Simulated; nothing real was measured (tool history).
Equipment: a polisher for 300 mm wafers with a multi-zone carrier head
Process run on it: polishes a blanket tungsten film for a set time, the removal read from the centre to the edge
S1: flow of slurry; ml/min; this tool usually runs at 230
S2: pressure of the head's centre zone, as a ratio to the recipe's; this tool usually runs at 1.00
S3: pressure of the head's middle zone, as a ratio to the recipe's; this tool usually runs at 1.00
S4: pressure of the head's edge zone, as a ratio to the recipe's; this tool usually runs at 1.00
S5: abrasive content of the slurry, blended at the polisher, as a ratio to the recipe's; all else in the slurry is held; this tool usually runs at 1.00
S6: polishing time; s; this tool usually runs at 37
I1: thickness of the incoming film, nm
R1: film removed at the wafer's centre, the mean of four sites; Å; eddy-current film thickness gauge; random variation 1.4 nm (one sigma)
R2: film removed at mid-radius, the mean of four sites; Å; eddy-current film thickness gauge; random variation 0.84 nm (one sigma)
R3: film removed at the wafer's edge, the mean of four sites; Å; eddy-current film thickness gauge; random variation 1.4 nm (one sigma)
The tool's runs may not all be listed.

run	hour	S1	S2	S3	S4	S5	S6	I1	R1	R2	R3
1	0.0	230	1.00	1.00	1.00	1.00	37	980.4	1170	1213	1211
2	84.4	230	1.00	1.00	1.00	1.00	37	980.3	1183	1204	1215
3	191.7	230	1.00	1.00	1.00	1.00	37	997.8	1162	1197	1192
4	234.6	230	0.91	1.00	1.00	1.00	42	1000.0	1178	1343	1367
5	292.1	230	0.91	1.00	1.00	1.00	42	1005.8	1198	1356	1341
# hour 346.5: worn pad replaced by a new one
# hour 451.1: slurry nozzle cleaned
6	451.6	230	0.91	1.00	1.00	1.00	42	987.1	1229	1388	1392
7	644.2	230	0.92	1.00	1.03	1.00	37	1006.1	1059	1189	1195
8	699.6	230	0.92	1.00	1.03	1.00	37	993.9	1053	1188	1201
# hour 742.7: centre zone pressure recalibrated
9	786.2	230	1.00	1.00	1.00	1.00	37	1009.5	1139	1173	1182
# hour 813.8: worn pad replaced by a new one
10	841.4	230	1.00	1.00	1.08	1.00	46	1011.4	1505	1557	1637
11	892.9	230	1.00	0.95	1.00	1.00	37	1007.3	1192	1179	1226
# hour 944.3: edge zone pressure recalibrated
12	985.6	230	1.05	1.05	1.00	1.10	37	991.0	1251	1282	1206
# hour 994.1: carrier head's membrane replaced by a new one
13	1059.5	230	1.00	1.03	1.09	1.15	37	991.5	1211	1253	1290
14	1123.1	150	1.00	1.00	1.08	1.00	42	995.1	1273	1301	1361
# hour 1125.4: slurry nozzle cleaned
15	1190.8	230	1.00	1.00	1.00	0.75	37	1013.6	1078	1100	1104
# hour 1216.9: worn pad replaced by a new one
16	1245.4	230	0.95	1.00	0.89	0.80	37	1000.3	1109	1192	1144
17	1344.4	230	1.00	1.00	1.00	1.00	37	984.4	1184	1221	1195
18	1392.0	230	1.00	1.00	1.00	1.00	37	1003.8	1178	1198	1213
19	1479.2	170	1.00	1.00	1.00	1.20	27	999.7	879	894	913
20	1539.7	230	1.00	1.06	1.00	0.75	44	1007.2	1288	1396	1329
# hour 1608.3: worn pad replaced by a new one
21	1634.5	230	0.90	1.00	1.00	1.00	37	1001.3	1100	1279	1258
# hour 1638.9: centre zone pressure recalibrated
22	1702.1	230	1.00	1.00	1.00	1.00	37	1010.4	1191	1226	1222

Below are 3 alternative next runs, each starting from the tool's condition after run 22. Predict each:
A	1702.5	230	1.00	1.00	1.00	1.00	37	1000.0	?	?	?
B	1702.5	190	1.00	1.00	1.06	1.00	37	1000.0	?	?	?
C	1702.5	230	0.94	1.00	0.97	1.10	37	1000.0	?	?	?

run	R1	R2	R3
A	1203	1235	1235
B	1182	1216	1251
C	1156	1264	1247
Stripped of hidden state, with their random variation kept, the same runs would have yielded:
run	R1	R2	R3
A	1248	1282	1282
B	1227	1262	1298
C	1200	1312	1295

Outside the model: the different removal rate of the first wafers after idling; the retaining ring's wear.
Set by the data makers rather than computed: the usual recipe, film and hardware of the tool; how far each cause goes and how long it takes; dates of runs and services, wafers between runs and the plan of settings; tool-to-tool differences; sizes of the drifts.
